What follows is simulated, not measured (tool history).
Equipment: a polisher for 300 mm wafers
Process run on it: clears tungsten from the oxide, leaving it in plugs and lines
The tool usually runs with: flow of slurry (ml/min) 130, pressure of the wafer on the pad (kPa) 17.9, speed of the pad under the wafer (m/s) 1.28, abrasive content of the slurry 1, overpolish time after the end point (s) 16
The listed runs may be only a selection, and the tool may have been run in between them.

run    hour  flow of slurry (ml/min)  pressure of the wafer on the pad (kPa)  speed of the pad under the wafer (m/s)  abrasive content of the slurry  overpolish time after the end point (s)  incoming thickness of the incoming film, nm  time until the end point was called (s)
  1       0                      150                                    17.9                                    1.28                               1                                       16                                        476.9                                    115.6
        9.3  -- slurry nozzle cleaned
  2    94.8                      130                                    17.9                                    1.28                               1                                       16                                          478                                    122.6
      102.2  -- slurry blender recalibrated
  3   168.9                      130                                    17.9                                    1.28                               1                                       16                                        485.9                                      117
      220.7  -- head pressure recalibrated
  4   260.8                      130                                    17.9                                    1.28                               1                                       16                                        481.8                                    117.6
  5   359.1                      130                                    17.9                                    1.28                               1                                       16                                        480.3                                    120.3
  6   416.4                      130                                    14.5                                    1.28                             0.8                                       12                                        486.8                                    150.9
  7   488.3                      130                                    15.2                                    1.28                            0.85                                       16                                          474                                    142.8
      565.4  -- slurry tank refilled with fresh slurry and peroxide
      587.1  -- worn pad replaced by a new one
  8   598.7                      130                                    17.9                                    1.28                               1                                       16                                        483.5                                    111.5
  9   679.8                      130                                    17.9                                    1.28                             1.1                                       10                                        484.1                                    114.2
 10   755.9                      130                                    17.9                                    1.28                               1                                       16                                        482.5                                    122.6
      766.6  -- slurry blender recalibrated
      776.9  -- slurry nozzle cleaned
 11   945.3                      130                                    24.1                                    1.56                             0.8                                       23                                        481.4                                     77.8
 12  1159.5                      130                                    17.9                                    1.28                             1.2                                       16                                          469                                    114.5
 13  1210.9                      130                                    17.9                                    1.28                               1                                       16                                        476.2                                      122
 14  1264.6                      130                                    17.9                                    1.28                               1                                       16                                        473.5                                    122.5
       1298  -- slurry tank refilled with fresh slurry and peroxide
 15  1328.3                      155                                    17.9                                     1.7                               1                                       16                                        489.5                                    103.7
     1353.6  -- head pressure recalibrated
     1362.3  -- worn pad replaced by a new one
 16  1412.5                      130                                    17.9                                    1.28                               1                                       16                                        475.9                                    112.7
     1471.8  -- slurry blender recalibrated
 17  1516.1                      100                                    17.9                                    1.68                            0.75                                       21                                        473.2                                     99.3
 18  1578.9                       90                                    21.4                                    1.02                            0.85                                       16                                        482.4                                    120.6
     1609.3  -- slurry nozzle cleaned
 19  1683.3                      130                                    17.9                                    1.28                               1                                       21                                        470.9                                    111.9
 20  1758.3                      130                                    17.9                                    1.28                               1                                       16                                          486                                      122
 21  1861.7                      115                                    17.9                                    1.64                            1.25                                       11                                          484                                     97.4
 22  1941.4                      130                                    17.9                                    1.28                               1                                       16                                        480.4                                    120.8
       2021  -- slurry tank refilled with fresh slurry and peroxide
 23  2030.1                      110                                    15.9                                    1.28                             0.7                                       16                                        478.4                                    153.7
 24  2109.4                      130                                    17.9                                    1.42                               1                                       16                                        481.8                                    113.8
     2181.4  -- slurry blender recalibrated
 25  2207.4                      130                                    17.9                                    1.28                               1                                       16                                        483.8                                    118.8
     2226.5  -- worn pad replaced by a new one
 26  2300.6                       90                                    17.9                                    1.02                             1.1                                       16                                        483.4                                      133

4 options for the next run, each taken on its own from the tool as it stands now. Forecast them:
  A  2301.1                      130                                    19.3                                    1.28                               1                                       16                                        488.9                                        ?
  B  2301.1                      130                                    15.9                                    1.54                               1                                       16                                        488.9                                        ?
  C  2301.1                      130                                    17.9                                    1.28                            1.15                                       16                                        488.9                                        ?
  D  2301.1                      130                                    19.3                                    0.88                               1                                       16                                        488.9                                        ?

run  time until the end point was called (s)
  A                                      103
  B                                    111.5
  C                                    107.8
  D                                    126.7
What these runs would have given with no unlogged condition in the tool:
run  time until the end point was called (s)
  A                                     97.6
  B                                    105.7
  C                                    102.2
  D                                    120.1

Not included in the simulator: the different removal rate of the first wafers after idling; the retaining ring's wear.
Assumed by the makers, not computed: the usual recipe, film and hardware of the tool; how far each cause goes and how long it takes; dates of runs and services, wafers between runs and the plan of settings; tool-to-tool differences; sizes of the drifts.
